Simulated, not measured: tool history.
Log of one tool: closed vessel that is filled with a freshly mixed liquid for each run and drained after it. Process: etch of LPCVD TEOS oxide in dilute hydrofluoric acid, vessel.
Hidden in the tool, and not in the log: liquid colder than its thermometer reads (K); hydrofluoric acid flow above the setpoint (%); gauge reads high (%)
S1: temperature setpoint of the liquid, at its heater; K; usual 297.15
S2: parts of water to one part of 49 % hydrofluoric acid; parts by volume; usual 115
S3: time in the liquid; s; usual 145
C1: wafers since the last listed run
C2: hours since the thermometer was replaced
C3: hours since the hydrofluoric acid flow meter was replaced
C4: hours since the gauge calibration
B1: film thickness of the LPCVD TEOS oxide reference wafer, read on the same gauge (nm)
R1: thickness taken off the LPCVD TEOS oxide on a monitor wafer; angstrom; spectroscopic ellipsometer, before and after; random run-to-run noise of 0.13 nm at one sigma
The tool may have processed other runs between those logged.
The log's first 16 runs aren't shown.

run,day,S1,S2,S3,C1,C2,C3,C4,B1,R1
17,35.567,301.65,65,145,3077,2235.6,683.1,1898.0,100.00,822.2
# day 40.825: gauge calibrated
# day 43.942: thermometer replaced
18,44.096,297.15,170,145,24873,3.7,887.8,78.5,100.00,242.9
19,46.179,297.15,115,145,6105,53.7,937.8,128.5,100.00,382.6
20,47.742,297.15,115,145,4579,91.2,975.3,166.0,99.98,382.0
21,49.233,297.15,150,145,4371,127.0,1011.1,201.8,100.02,281.6
22,51.762,297.15,115,145,7411,187.7,1071.8,262.5,99.99,381.6
23,53.242,297.15,115,205,4334,223.2,1107.3,298.0,100.03,538.9
# day 53.325: hydrofluoric acid flow meter replaced
24,54.446,302.15,90,225,3406,252.1,26.9,326.9,100.01,947.2
25,57.104,294.65,145,145,7790,315.9,90.7,390.7,99.99,264.1
26,59.883,300.15,140,95,8144,382.6,157.4,457.4,100.04,222.1
27,62.317,297.15,80,200,7131,441.0,215.8,515.8,99.98,785.2
28,65.183,299.15,85,65,8401,509.8,284.6,584.6,100.00,258.9
29,66.688,297.15,140,145,4408,545.9,320.7,620.7,100.01,300.4
30,69.529,297.15,115,145,8327,614.1,388.9,688.9,100.05,378.7
31,71.600,297.15,55,145,6068,663.8,438.6,738.6,99.99,854.1
32,74.029,297.15,140,180,7118,722.1,496.9,796.9,100.00,372.4
33,79.238,299.15,115,145,15263,847.1,621.9,921.9,100.02,408.3

Forecast each of these 4 alternatives for the next run:
A,79.267,300.15,115,145,85,847.8,622.6,922.6,?,?
B,79.267,292.65,115,230,85,847.8,622.6,922.6,?,?
C,79.267,293.15,165,105,85,847.8,622.6,922.6,?,?
D,79.267,297.15,60,200,85,847.8,622.6,922.6,?,?

run,B1,R1
A,100.04,421.0
B,100.04,495.9
C,100.04,152.9
D,100.04,1060.3
Without the tool's unlogged condition, the same runs would have read:
run,R1
A,429.8
B,507.0
C,156.2
D,1084.0
